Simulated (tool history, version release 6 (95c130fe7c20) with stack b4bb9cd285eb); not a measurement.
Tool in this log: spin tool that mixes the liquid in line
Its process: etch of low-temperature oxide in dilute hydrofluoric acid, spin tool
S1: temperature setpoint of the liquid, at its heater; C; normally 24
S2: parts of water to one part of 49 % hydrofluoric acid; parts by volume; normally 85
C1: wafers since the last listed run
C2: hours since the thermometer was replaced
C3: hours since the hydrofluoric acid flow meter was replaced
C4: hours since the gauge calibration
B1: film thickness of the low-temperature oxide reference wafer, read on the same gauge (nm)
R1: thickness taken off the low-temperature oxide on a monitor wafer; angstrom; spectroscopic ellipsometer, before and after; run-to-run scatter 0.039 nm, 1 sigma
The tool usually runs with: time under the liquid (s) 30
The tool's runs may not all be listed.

{"run": 1, "day": 0.0, "S1": 24, "S2": 85, "time under the liquid (s)": 30, "C1": 0, "C2": 319.6, "C3": 1792.8, "C4": 12.6, "B1": 140.01, "R1": 139}
{"run": 2, "day": 1.562, "S1": 24, "S2": 85, "time under the liquid (s)": 30, "C1": 584, "C2": 357.1, "C3": 1830.3, "C4": 50.1, "B1": 140.04, "R1": 140}
{"run": 3, "day": 2.283, "S1": 24, "S2": 85, "time under the liquid (s)": 30, "C1": 269, "C2": 374.4, "C3": 1847.6, "C4": 67.4, "B1": 140.01, "R1": 140.6}
{"run": 4, "day": 2.671, "S1": 24, "S2": 85, "time under the liquid (s)": 30, "C1": 144, "C2": 383.7, "C3": 1856.9, "C4": 76.7, "B1": 140.02, "R1": 140.9}
{"run": 5, "day": 3.229, "S1": 28, "S2": 85, "time under the liquid (s)": 30, "C1": 208, "C2": 397.1, "C3": 1870.3, "C4": 90.1, "B1": 140.05, "R1": 165.2}
{"run": 6, "day": 3.733, "S1": 28, "S2": 85, "time under the liquid (s)": 30, "C1": 188, "C2": 409.2, "C3": 1882.4, "C4": 102.2, "B1": 139.96, "R1": 166}
{"run": 7, "day": 4.483, "S1": 28, "S2": 85, "time under the liquid (s)": 30, "C1": 280, "C2": 427.2, "C3": 1900.4, "C4": 120.2, "B1": 140.02, "R1": 165.8}
{"day": 4.696, "done": "hydrofluoric acid flow meter replaced"}
{"run": 8, "day": 5.212, "S1": 24, "S2": 85, "time under the liquid (s)": 30, "C1": 257, "C2": 444.7, "C3": 12.4, "C4": 137.7, "B1": 140.01, "R1": 124.4}
{"run": 9, "day": 5.95, "S1": 20.5, "S2": 85, "time under the liquid (s)": 30, "C1": 275, "C2": 462.4, "C3": 30.1, "C4": 155.4, "B1": 140.02, "R1": 108.5}
{"run": 10, "day": 6.225, "S1": 20.5, "S2": 85, "time under the liquid (s)": 30, "C1": 102, "C2": 469, "C3": 36.7, "C4": 162, "B1": 139.98, "R1": 108.6}
{"run": 11, "day": 6.562, "S1": 21, "S2": 85, "time under the liquid (s)": 30, "C1": 126, "C2": 477.1, "C3": 44.8, "C4": 170.1, "B1": 139.96, "R1": 111.3}
{"run": 12, "day": 6.875, "S1": 24, "S2": 45, "time under the liquid (s)": 25, "C1": 116, "C2": 484.6, "C3": 52.3, "C4": 177.6, "B1": 139.98, "R1": 207.6}
{"run": 13, "day": 7.558, "S1": 19.5, "S2": 65, "time under the liquid (s)": 20, "C1": 255, "C2": 501, "C3": 68.7, "C4": 194, "B1": 139.98, "R1": 93.3}
{"run": 14, "day": 7.854, "S1": 27.5, "S2": 70, "time under the liquid (s)": 45, "C1": 110, "C2": 508.1, "C3": 75.8, "C4": 201.1, "B1": 140.04, "R1": 268.9}
{"day": 8.408, "done": "gauge calibrated"}
{"run": 15, "day": 8.471, "S1": 24, "S2": 95, "time under the liquid (s)": 30, "C1": 230, "C2": 522.9, "C3": 90.6, "C4": 1.5, "B1": 140, "R1": 111.8}
{"run": 16, "day": 8.867, "S1": 28, "S2": 85, "time under the liquid (s)": 30, "C1": 148, "C2": 532.4, "C3": 100.1, "C4": 11, "B1": 139.98, "R1": 147.3}
{"day": 8.988, "done": "thermometer replaced"}
{"run": 17, "day": 9.262, "S1": 24, "S2": 85, "time under the liquid (s)": 30, "C1": 132, "C2": 6.6, "C3": 109.6, "C4": 20.5, "B1": 140, "R1": 119.1}
{"run": 18, "day": 10.0, "S1": 24, "S2": 85, "time under the liquid (s)": 30, "C1": 275, "C2": 24.3, "C3": 127.3, "C4": 38.2, "B1": 140, "R1": 119.5}
{"run": 19, "day": 10.558, "S1": 26, "S2": 85, "time under the liquid (s)": 15, "C1": 208, "C2": 37.7, "C3": 140.7, "C4": 51.6, "B1": 139.99, "R1": 64.8}
{"run": 20, "day": 11.067, "S1": 20.5, "S2": 125, "time under the liquid (s)": 25, "C1": 190, "C2": 49.9, "C3": 152.9, "C4": 63.8, "B1": 139.98, "R1": 56.1}
{"run": 21, "day": 11.329, "S1": 24, "S2": 85, "time under the liquid (s)": 30, "C1": 98, "C2": 56.2, "C3": 159.2, "C4": 70.1, "B1": 139.97, "R1": 120.2}

What differs in the tool's unlogged condition from the final listed run ahead of each entry between runs to the first listed run following it?
In the gap between runs 7 and 8: hydrofluoric acid flow meter replaced (day 4.696)
  liquid hotter than its thermometer reads (K): 1.37 -> 1.42; hydrofluoric acid flow above the setpoint (%): 14.1 -> 0.942
  measured less the result without the state, R1: +29.9 -> +8.1 angstrom
In the gap between runs 14 and 15: gauge calibrated (day 8.408)
  liquid hotter than its thermometer reads (K): 1.61 -> 1.65; hydrofluoric acid flow above the setpoint (%): 1.32 -> 1.41
  measured less the result without the state, R1: +20 -> +8.7 angstrom
In the gap between runs 16 and 17: thermometer replaced (day 8.988)
  liquid hotter than its thermometer reads (K): 1.68 -> 0.155; hydrofluoric acid flow above the setpoint (%): 1.46 -> 1.52
  measured less the result without the state, R1: +11.4 -> +2.7 angstrom
